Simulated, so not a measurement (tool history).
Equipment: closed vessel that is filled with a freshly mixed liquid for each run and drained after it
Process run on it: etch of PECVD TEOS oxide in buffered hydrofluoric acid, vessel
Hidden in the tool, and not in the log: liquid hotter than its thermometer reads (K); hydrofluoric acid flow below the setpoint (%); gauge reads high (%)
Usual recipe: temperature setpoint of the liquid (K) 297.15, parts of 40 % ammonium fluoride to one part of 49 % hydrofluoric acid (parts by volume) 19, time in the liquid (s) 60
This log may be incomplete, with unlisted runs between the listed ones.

run	day	temperature setpoint of the liquid (K)	parts of 40 % ammonium fluoride to one part of 49 % hydrofluoric acid (parts by volume)	time in the liquid (s)	wafers since the last listed run	hours since the thermometer was replaced	hours since the hydrofluoric acid flow meter was replaced	hours since the gauge calibration	read-back film thickness of the PECVD TEOS oxide reference wafer, read on the same gauge (nm)	thickness taken off the PECVD TEOS oxide on a monitor wafer (nm)
1	0	297.15	19	60	0	1496.2	318.3	438.1	40.03	63.92
2	1.046	297.15	19	60	2574	1521.3	343.4	463.2	39.96	62.73
# day 2.238: gauge calibrated
3	2.812	297.15	19	60	4348	1563.7	385.8	13.8	39.99	63.54
4	4.188	297.15	19	60	3384	1596.7	418.8	46.8	40.01	63.64
5	5.642	295.65	19	50	3579	1631.6	453.7	81.7	40.01	49.16
6	6.8	295.65	19	50	2850	1659.4	481.5	109.5	40.05	49.38
7	8.642	295.65	19	50	4532	1703.6	525.7	153.7	40.01	49.58
# day 10.329: hydrofluoric acid flow meter replaced
8	10.942	297.15	19	60	5558	1758.8	14.7	208.9	40.03	64.15
# day 11.208: thermometer replaced
9	12.15	297.15	23.5	45	2871	22.6	43.7	237.9	39.99	35.13
10	13.358	297.15	19	60	2974	51.6	72.7	266.9	40.01	54.95
11	14.442	297.15	19	60	2666	77.6	98.7	292.9	39.99	55.69
12	17.042	297.15	14	35	6399	140	161.1	355.3	39.97	43.84
13	19.758	297.15	23	60	6686	205.2	226.3	420.5	40.02	47.57
# day 20.088: gauge calibrated
14	22.188	294.65	14	30	5978	263.5	284.6	50.4	39.98	32.75
15	24.542	294.15	24.5	70	5794	320	341.1	106.9	40.01	45.86
16	26.438	298.65	19	45	4666	365.5	386.6	152.4	40.01	45.69

5 options for the next run, each taken on its own from the tool as it stands now. Forecast them:
A	26.467	297.15	19	60	71	366.2	387.3	153.1	?	?
B	26.467	292.65	15.5	70	71	366.2	387.3	153.1	?	?
C	26.467	294.65	16	35	71	366.2	387.3	153.1	?	?
D	26.467	294.65	22.5	40	71	366.2	387.3	153.1	?	?
E	26.467	292.15	22.5	70	71	366.2	387.3	153.1	?	?

run	read-back film thickness of the PECVD TEOS oxide reference wafer, read on the same gauge (nm)	thickness taken off the PECVD TEOS oxide on a monitor wafer (nm)
A	40.06	56.67
B	40.06	63.02
C	40.06	34.14
D	40.06	28.87
E	40.06	43.93
With the hidden condition removed and each run's random variation left untouched, the same runs would have given:
run	thickness taken off the PECVD TEOS oxide on a monitor wafer (nm)
A	54.66
B	60.73
C	32.91
D	27.83
E	42.32
